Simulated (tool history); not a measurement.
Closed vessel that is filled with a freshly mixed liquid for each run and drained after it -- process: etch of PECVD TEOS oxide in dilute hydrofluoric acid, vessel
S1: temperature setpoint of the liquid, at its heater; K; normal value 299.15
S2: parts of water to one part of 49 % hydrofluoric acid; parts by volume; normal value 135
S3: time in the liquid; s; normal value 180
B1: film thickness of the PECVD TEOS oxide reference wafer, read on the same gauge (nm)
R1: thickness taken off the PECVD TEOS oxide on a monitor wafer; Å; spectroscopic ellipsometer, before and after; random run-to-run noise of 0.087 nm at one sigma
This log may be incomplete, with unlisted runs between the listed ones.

run   hour      S1   S2   S3      B1     R1
  1      0  299.15  135  180     150  239.9
  2   10.6  299.15  135  180     150  239.9
  3     28  299.15  135  180  150.01  241.3
  4   40.2  299.15  135  255  149.99  341.7
  5   56.5  299.15  135  180     150  241.7
  6     66  299.15  135  180     150  240.5
  7   83.5  299.15  105  180  149.99    320
  8   97.8  299.15  105  180  149.99  320.8
  9  107.7  299.15  105  180     150    319
 10  122.9  299.15  135  180  149.99  239.5
     135.5  -- hydrofluoric acid flow meter replaced
 11    136  299.15  135  180  149.99  238.3
 12  141.5  295.65  135  180     150  208.8
 13  152.8  295.65  135  180     150    209
 14  168.5  299.15  135  180     150  238.1
 15  178.6  301.15  135  180     150  259.3
 16  193.3  299.15  135  180     150  238.2
 17  208.9  299.15  135  180  149.98    239
       217  -- thermometer replaced
 18  222.5  299.15  135  180  149.99  261.6
 19  229.3  299.15  105  180     150    349
 20  238.2  299.15  110  270     150  495.3
 21    245  299.15  135  180     150  259.7
 22  257.6  294.15  160   90     150   88.6
 23  268.1  303.65  200  180  150.01  191.7
 24  280.1  299.15  135  180  149.98  260.8
     289.2  -- gauge calibrated
 25  296.8  303.15  135  180  150.01  302.8
 26  345.3  302.65  195  180  149.99  191.1
 27  352.5  296.65  135  180  150.01  237.5
 28  359.2  299.15  135   95  150.01  137.5
 29  369.9  299.15   90  180  149.99  416.1
 30  380.3  302.15  135  120  150.01  194.4
 31  393.6  295.65  180  145  149.99  131.7
 32  407.2  299.15  135  180  150.01  261.4
 33  422.5  299.15  135  180  149.99  259.8
 34  431.9  294.65  205   90     150   66.8

Same runs, no hidden state in the tool, same run-to-run variation:
Unlogged tool condition in this case: liquid colder than its thermometer reads (K); hydrofluoric acid flow below the setpoint (%); gauge reads high (%).
run     R1
  1  264.7
  2  264.8
  3  266.7
  4  377.6
  5  267.3
  6    266
  7  354.9
  8  356.1
  9  354.1
 10  265.4
 11  264.2
 12  232.4
 13  232.7
 14  264.3
 15  287.2
 16  264.6
 17  265.6
 18  265.3
 19  354.1
 20  502.7
 21  263.6
 22     90
 23  194.4
 24    265
 25  307.6
 26  194.3
 27    242
 28    140
 29  424.2
 30    198
 31  134.3
 32  266.6
 33  265.1
 34   68.2
